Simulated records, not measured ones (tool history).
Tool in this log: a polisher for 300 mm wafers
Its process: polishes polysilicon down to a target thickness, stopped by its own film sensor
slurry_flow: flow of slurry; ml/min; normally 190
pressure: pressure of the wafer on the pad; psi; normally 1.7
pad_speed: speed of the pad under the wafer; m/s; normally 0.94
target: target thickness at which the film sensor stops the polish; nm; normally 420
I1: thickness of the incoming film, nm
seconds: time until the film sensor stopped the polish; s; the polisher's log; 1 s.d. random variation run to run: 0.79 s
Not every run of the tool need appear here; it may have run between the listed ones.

Run 1, day 0.000: usual settings but pad_speed 1.18 m/s, target 467 nm; I1 856.6. Result: seconds 80.2 s.
Run 2, day 1.488: usual settings but slurry_flow 145 ml/min; I1 822.8. Result: seconds 102.2 s.
Run 3, day 2.433: usual settings but slurry_flow 145 ml/min; I1 859.8. Result: seconds 111.9 s.
Run 4, day 3.471: usual settings; I1 847.6. Result: seconds 106.9 s.
At day 5.021: worn pad replaced by a new one.
Run 5, day 5.042: usual settings but pad_speed 0.84 m/s, target 318 nm; I1 851.4. Result: seconds 137.1 s.
Run 6, day 5.671: usual settings but pad_speed 0.84 m/s, target 318 nm; I1 851.7. Result: seconds 139.7 s.
Run 7, day 6.946: usual settings; I1 840.4. Result: seconds 104.0 s.
Run 8, day 8.308: usual settings; I1 841.9. Result: seconds 105.4 s.
Run 9, day 9.167: usual settings; I1 836.1. Result: seconds 104.8 s.
Run 10, day 9.679: usual settings; I1 836.9. Result: seconds 104.5 s.
Run 11, day 10.350: usual settings; I1 847.8. Result: seconds 107.9 s.
Run 12, day 10.854: usual settings but pad_speed 1.20 m/s; I1 838.2. Result: seconds 87.7 s.
At day 12.712: worn pad replaced by a new one.
Run 13, day 14.246: usual settings but pad_speed 1.04 m/s; I1 850.9. Result: seconds 101.6 s.
Run 14, day 15.175: usual settings but pad_speed 1.04 m/s; I1 850.9. Result: seconds 101.6 s.
Run 15, day 15.729: usual settings but pad_speed 1.04 m/s; I1 824.9. Result: seconds 95.7 s.
Run 16, day 17.212: usual settings; I1 835.6. Result: seconds 106.1 s.
At day 17.425: slurry nozzle cleaned.
Run 17, day 18.633: usual settings; I1 842.4. Result: seconds 110.6 s.
Run 18, day 20.083: usual settings but slurry_flow 245 ml/min, pressure 1.5 psi, pad_speed 0.74 m/s; I1 846.8. Result: seconds 139.8 s.
At day 20.779: worn pad replaced by a new one.
Run 19, day 20.921: usual settings but target 276 nm; I1 843.3. Result: seconds 140.8 s.
At day 21.150: head pressure recalibrated.
Run 20, day 21.454: usual settings but slurry_flow 145 ml/min; I1 836.5. Result: seconds 99.7 s.
Run 21, day 22.512: usual settings; I1 846.1. Result: seconds 101.3 s.
Run 22, day 23.304: usual settings but pad_speed 0.70 m/s, target 553 nm; I1 828.9. Result: seconds 79.2 s.
Run 23, day 24.042: usual settings; I1 859.0. Result: seconds 104.2 s.
At day 28.346: worn pad replaced by a new one.
Run 24, day 28.367: usual settings but slurry_flow 125 ml/min, pad_speed 0.76 m/s, target 479 nm; I1 837.4. Result: seconds 101.1 s.
Run 25, day 29.625: usual settings; I1 834.7. Result: seconds 97.2 s.
Run 26, day 30.217: usual settings but slurry_flow 130 ml/min, pressure 1.3 psi, pad_speed 1.14 m/s, target 468 nm; I1 843.5. Result: seconds 95.6 s.
Run 27, day 31.208: usual settings but pad_speed 1.08 m/s, target 303 nm; I1 835.9. Result: seconds 117.0 s.
Run 28, day 32.175: usual settings; I1 835.3. Result: seconds 99.4 s.
Run 29, day 33.458: usual settings but slurry_flow 240 ml/min, pad_speed 1.10 m/s, target 493 nm; I1 847.0. Result: seconds 75.1 s.
Run 30, day 34.488: usual settings but slurry_flow 145 ml/min, pressure 1.3 psi, target 318 nm; I1 835.4. Result: seconds 153.3 s.
Run 31, day 35.646: usual settings but slurry_flow 225 ml/min, pressure 1.4 psi, pad_speed 0.74 m/s, target 380 nm; I1 837.9. Result: seconds 149.2 s.
Run 32, day 36.842: usual settings but slurry_flow 135 ml/min, pressure 1.4 psi, pad_speed 1.18 m/s, target 320 nm; I1 843.6. Result: seconds 127.1 s.
At day 37.183: worn pad replaced by a new one.
Run 33, day 37.650: usual settings but pad_speed 1.02 m/s, target 482 nm; I1 846.1. Result: seconds 80.8 s.
Run 34, day 39.092: usual settings but pressure 1.5 psi, target 347 nm; I1 844.4. Result: seconds 130.6 s.
Run 35, day 40.388: usual settings but slurry_flow 165 ml/min, pad_speed 0.80 m/s; I1 842.2. Result: seconds 117.8 s.

How would selected steps in seconds from run to run divide? Give the signed amount a tool lacking its hidden state would still show from settings, what came in and random variation, and the signed amount left for the hidden state, including any gauge scatter that is not in both of the compared results.
Unlogged tool condition in this case: removal rate lost through wear of the pad, %; slurry flow missing at the pad, %; deviation of the head's pressure from its setpoint, %.
Run 18 -> 19: slurry_flow 245 -> 190, pressure 1.5 -> 1.7, pad_speed 0.74 -> 0.94, target 420 -> 276, worn pad replaced by a new one. seconds +1.0 s: hidden state -5.5, all else +6.5.
Run 19 -> 20: slurry_flow 190 -> 145, target 276 -> 420, head pressure recalibrated. seconds -41.1 s: hidden state -10.2, all else -30.9.
Run 29 -> 30: slurry_flow 240 -> 145, pressure 1.7 -> 1.3, pad_speed 1.10 -> 0.94, target 493 -> 318. seconds +78.2 s: hidden state +5.2, all else +73.0.
Run 32 -> 33: slurry_flow 135 -> 190, pressure 1.4 -> 1.7, pad_speed 1.18 -> 1.02, target 320 -> 482, worn pad replaced by a new one. seconds -46.3 s: hidden state -6.0, all else -40.3.
Run 33 -> 34: pressure 1.7 -> 1.5, pad_speed 1.02 -> 0.94, target 482 -> 347. seconds +49.8 s: hidden state +4.2, all else +45.6.

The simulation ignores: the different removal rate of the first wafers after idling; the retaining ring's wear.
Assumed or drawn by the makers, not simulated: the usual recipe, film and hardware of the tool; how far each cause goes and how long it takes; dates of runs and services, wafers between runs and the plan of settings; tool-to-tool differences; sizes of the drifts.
